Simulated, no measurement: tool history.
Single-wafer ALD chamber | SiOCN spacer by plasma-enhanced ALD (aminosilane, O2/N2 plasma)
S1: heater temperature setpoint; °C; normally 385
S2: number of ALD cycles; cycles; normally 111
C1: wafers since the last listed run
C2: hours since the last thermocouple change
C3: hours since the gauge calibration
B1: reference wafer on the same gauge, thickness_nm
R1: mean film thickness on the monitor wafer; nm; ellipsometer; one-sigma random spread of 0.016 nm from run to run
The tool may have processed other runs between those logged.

run 1 hour=0 | S1=385 S2=111 | C1=0 C2=892.1 C3=259 | B1=5.693 | R1=6.519
run 2 hour=15.6 | S1=385 S2=111 | C1=31 C2=907.7 C3=274.6 | B1=5.693 | R1=6.536
run 3 hour=50.5 | S1=385 S2=111 | C1=70 C2=942.6 C3=309.5 | B1=5.697 | R1=6.537
run 4 hour=66 | S1=385 S2=94 | C1=31 C2=958.1 C3=325 | B1=5.701 | R1=5.529
run 5 hour=97.7 | S1=385 S2=111 | C1=64 C2=989.8 C3=356.7 | B1=5.701 | R1=6.511
run 6 hour=119 | S1=385 S2=111 | C1=43 C2=1011.1 C3=378 | B1=5.698 | R1=6.501
run 7 hour=138.4 | S1=385 S2=111 | C1=39 C2=1030.5 C3=397.4 | B1=5.704 | R1=6.533
run 8 hour=169.5 | S1=385 S2=111 | C1=62 C2=1061.6 C3=428.5 | B1=5.705 | R1=6.497
run 9 hour=204.2 | S1=385 S2=111 | C1=70 C2=1096.3 C3=463.2 | B1=5.706 | R1=6.525
run 10 hour=239.1 | S1=385 S2=111 | C1=70 C2=1131.2 C3=498.1 | B1=5.709 | R1=6.506
run 11 hour=253.1 | S1=385 S2=111 | C1=28 C2=1145.2 C3=512.1 | B1=5.706 | R1=6.52
run 12 hour=277.5 | S1=397 S2=111 | C1=49 C2=1169.6 C3=536.5 | B1=5.71 | R1=6.528
run 13 hour=292.4 | S1=397 S2=111 | C1=30 C2=1184.5 C3=551.4 | B1=5.712 | R1=6.487
-- hour=307.6 gauge calibrated
run 14 hour=318.7 | S1=385 S2=111 | C1=53 C2=1210.8 C3=11.1 | B1=5.644 | R1=6.464
run 15 hour=335.1 | S1=385 S2=111 | C1=33 C2=1227.2 C3=27.5 | B1=5.654 | R1=6.443
run 16 hour=367.5 | S1=385 S2=111 | C1=65 C2=1259.6 C3=59.9 | B1=5.663 | R1=6.479
run 17 hour=397.7 | S1=385 S2=111 | C1=61 C2=1289.8 C3=90.1 | B1=5.672 | R1=6.481
run 18 hour=410.8 | S1=385 S2=111 | C1=26 C2=1302.9 C3=103.2 | B1=5.674 | R1=6.508
run 19 hour=444.2 | S1=385 S2=111 | C1=67 C2=1336.3 C3=136.6 | B1=5.679 | R1=6.485
run 20 hour=469.4 | S1=385 S2=111 | C1=50 C2=1361.5 C3=161.8 | B1=5.69 | R1=6.494
run 21 hour=487 | S1=385 S2=111 | C1=35 C2=1379.1 C3=179.4 | B1=5.69 | R1=6.523
run 22 hour=500 | S1=390 S2=103 | C1=26 C2=1392.1 C3=192.4 | B1=5.692 | R1=6.036
run 23 hour=520.9 | S1=395 S2=91 | C1=42 C2=1413 C3=213.3 | B1=5.695 | R1=5.335
run 24 hour=555.3 | S1=394 S2=126 | C1=69 C2=1447.4 C3=247.7 | B1=5.698 | R1=7.383
run 25 hour=571.8 | S1=371 S2=101 | C1=33 C2=1463.9 C3=264.2 | B1=5.701 | R1=5.927
run 26 hour=584.8 | S1=375 S2=103 | C1=26 C2=1476.9 C3=277.2 | B1=5.702 | R1=6.074
run 27 hour=604.4 | S1=385 S2=111 | C1=39 C2=1496.5 C3=296.8 | B1=5.704 | R1=6.528
run 28 hour=634.9 | S1=392 S2=111 | C1=61 C2=1527 C3=327.3 | B1=5.703 | R1=6.511
run 29 hour=647.5 | S1=378 S2=99 | C1=25 C2=1539.6 C3=339.9 | B1=5.709 | R1=5.835
run 30 hour=672.5 | S1=385 S2=111 | C1=50 C2=1564.6 C3=364.9 | B1=5.708 | R1=6.534
run 31 hour=691.5 | S1=397 S2=111 | C1=38 C2=1583.6 C3=383.9 | B1=5.711 | R1=6.559
run 32 hour=719 | S1=392 S2=97 | C1=55 C2=1611.1 C3=411.4 | B1=5.712 | R1=5.701
run 33 hour=737.7 | S1=394 S2=126 | C1=37 C2=1629.8 C3=430.1 | B1=5.714 | R1=7.439
run 34 hour=753.3 | S1=377 S2=111 | C1=31 C2=1645.4 C3=445.7 | B1=5.715 | R1=6.53
run 35 hour=765.7 | S1=373 S2=111 | C1=25 C2=1657.8 C3=458.1 | B1=5.713 | R1=6.52
run 36 hour=782.5 | S1=371 S2=130 | C1=33 C2=1674.6 C3=474.9 | B1=5.713 | R1=7.653
run 37 hour=816.9 | S1=378 S2=120 | C1=69 C2=1709 C3=509.3 | B1=5.712 | R1=7.033
run 38 hour=829 | S1=394 S2=120 | C1=24 C2=1721.1 C3=521.4 | B1=5.721 | R1=7.085
-- hour=847.8 thermocouple changed; heater temperature recalibrated
run 39 hour=860 | S1=385 S2=130 | C1=46 C2=12.2 C3=552.4 | B1=5.717 | R1=7.619
-- hour=865.5 gauge calibrated
run 40 hour=874.8 | S1=375 S2=119 | C1=29 C2=27 C3=9.3 | B1=5.638 | R1=6.911
run 41 hour=904.5 | S1=371 S2=103 | C1=60 C2=56.7 C3=39 | B1=5.648 | R1=5.968
run 42 hour=929.7 | S1=378 S2=105 | C1=50 C2=81.9 C3=64.2 | B1=5.657 | R1=6.147
run 43 hour=953.5 | S1=392 S2=95 | C1=48 C2=105.7 C3=88 | B1=5.666 | R1=5.536
run 44 hour=1060.6 | S1=391 S2=121 | C1=216 C2=212.8 C3=195.1 | B1=5.687 | R1=7.107
run 45 hour=1072.7 | S1=385 S2=111 | C1=24 C2=224.9 C3=207.2 | B1=5.688 | R1=6.501
run 46 hour=1087.2 | S1=374 S2=117 | C1=29 C2=239.4 C3=221.7 | B1=5.691 | R1=6.855
run 47 hour=1100.6 | S1=397 S2=132 | C1=27 C2=252.8 C3=235.1 | B1=5.691 | R1=7.729

For each run, what was the tool's unlogged condition?
wafer temperature above the value expected at the setpoint (K): 0 on each run
H1: gauge reads high (%)
run=1 H1=1.12
run=2 H1=1.15
run=3 H1=1.21
run=4 H1=1.23
run=5 H1=1.27
run=6 H1=1.3
run=7 H1=1.32
run=8 H1=1.35
run=9 H1=1.38
run=10 H1=1.4
run=11 H1=1.41
run=12 H1=1.42
run=13 H1=1.43
run=14 H1=0.258
run=15 H1=0.368
run=16 H1=0.56
run=17 H1=0.713
run=18 H1=0.772
run=19 H1=0.908
run=20 H1=0.996
run=21 H1=1.05
run=22 H1=1.09
run=23 H1=1.15
run=24 H1=1.23
run=25 H1=1.26
run=26 H1=1.28
run=27 H1=1.32
run=28 H1=1.37
run=29 H1=1.38
run=30 H1=1.42
run=31 H1=1.44
run=32 H1=1.47
run=33 H1=1.48
run=34 H1=1.5
run=35 H1=1.51
run=36 H1=1.52
run=37 H1=1.54
run=38 H1=1.55
run=39 H1=1.56
run=40 H1=0.145
run=41 H1=0.339
run=42 H1=0.482
run=43 H1=0.602
run=44 H1=0.996
run=45 H1=1.03
run=46 H1=1.07
run=47 H1=1.1

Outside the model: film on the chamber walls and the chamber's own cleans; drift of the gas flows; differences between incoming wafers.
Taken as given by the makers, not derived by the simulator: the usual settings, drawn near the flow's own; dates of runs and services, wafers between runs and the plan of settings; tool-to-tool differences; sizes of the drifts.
